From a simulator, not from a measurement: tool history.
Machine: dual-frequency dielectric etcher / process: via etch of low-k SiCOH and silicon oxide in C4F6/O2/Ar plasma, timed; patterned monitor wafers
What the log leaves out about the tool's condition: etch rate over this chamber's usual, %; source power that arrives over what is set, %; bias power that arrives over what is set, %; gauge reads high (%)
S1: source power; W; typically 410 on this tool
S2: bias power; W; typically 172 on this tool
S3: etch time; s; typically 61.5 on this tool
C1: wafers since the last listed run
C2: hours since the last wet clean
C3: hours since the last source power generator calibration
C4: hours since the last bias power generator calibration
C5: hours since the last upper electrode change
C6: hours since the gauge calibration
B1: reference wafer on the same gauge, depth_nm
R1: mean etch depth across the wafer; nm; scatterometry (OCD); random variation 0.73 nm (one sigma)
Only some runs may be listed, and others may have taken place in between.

run,day,S1,S2,S3,C1,C2,C3,C4,C5,C6,B1,R1
1,0,350,190,61.5,0,121.7,2680,2497.9,4401.2,376.1,182,165.1
2,1.629,410,172,61.5,630,160.8,2719.1,2537,4440.3,415.2,182.2,171.2
3,3.433,410,200,61.5,698,204.1,2762.4,2580.3,4483.6,458.5,182.2,175.9
4,6.421,410,172,61.5,1156,275.8,2834.1,2652,4555.3,530.2,182.1,171.4
5,8.621,390,172,61.5,851,328.6,2886.9,2704.8,4608.1,583,182.2,168.3
6,9.729,390,172,61.5,429,355.2,2913.5,2731.4,4634.7,609.6,182.2,168.8
7,12.083,410,172,61.5,911,411.7,2970,2787.9,4691.2,666.1,182,171.8
# day 13.742: source power generator calibrated
8,13.762,410,172,61.5,585,452,0.5,2828.2,4731.5,706.4,181.9,171.7
# day 14.821: wet clean of the chamber
# day 14.933: gauge calibrated
9,16.004,410,206,61.5,480,28.4,54.3,2882,4785.3,25.7,181.9,178
10,17.421,450,161,61.5,548,62.4,88.3,2916,4819.3,59.7,182.1,175.4
11,19.9,450,161,61.5,959,121.9,147.8,2975.5,4878.8,119.2,182,173.5
12,20.992,410,172,61.5,422,148.1,174,3001.7,4905,145.4,182.3,170.8
13,23.521,410,172,73.5,979,208.8,234.7,3062.4,4965.7,206.1,182.1,205.9
14,24.733,410,136,61.5,469,237.9,263.8,3091.5,4994.8,235.2,181.9,162.7
# day 27.462: upper electrode replaced
15,27.483,410,172,61.5,677,303.9,329.8,3157.5,0.5,301.2,182.2,170.9
16,29.262,410,213,47,688,346.6,372.5,3200.2,43.2,343.9,182,136.8
17,30.921,330,202,47.5,642,386.4,412.3,3240,83,383.7,181.7,127.2
# day 33.608: bias power generator calibrated
# day 33.933: wet clean of the chamber
18,33.954,410,172,61.5,985,0.5,485.1,8.3,155.8,456.5,182.1,171.7
19,35.979,410,172,72,784,49.1,533.7,56.9,204.4,505.1,182,200.9
20,38.979,440,172,56,1161,121.1,605.7,128.9,276.4,577.1,181.9,160.7
21,41.567,410,172,68,1001,183.2,667.8,191,338.5,639.2,181.9,189.6
22,42.671,440,186,76.5,427,209.7,694.3,217.5,365,665.7,181.9,222.4
23,43.738,410,172,61.5,413,235.3,719.9,243.1,390.6,691.3,182,170.5
# day 44.646: gauge calibrated
24,46.375,460,172,61.5,1021,298.6,783.2,306.4,453.9,41.5,182.1,179
25,47.575,410,172,61.5,464,327.4,812,335.2,482.7,70.3,181.9,171.1
26,48.675,490,154,61.5,425,353.8,838.4,361.6,509.1,96.7,182.2,179.1
27,50.988,480,172,61.5,895,409.3,893.9,417.1,564.6,152.2,182.2,181.8
# day 52.662: wet clean of the chamber
28,53.754,470,189,49,684,26.2,960.3,483.5,631,218.6,182.2,146.6
29,54.979,450,200,61.5,474,55.6,989.7,512.9,660.4,248,182.3,183.5

Estimate the outcome of run 30 from the log above:
30,57.962,410,172,61.5,1155,127.2,1061.3,584.5,732,319.6,?,?

B1: 181.9
R1: 171.7 nm
Minus the tool's unlogged condition, the same run would have read R1 171.7 nm.
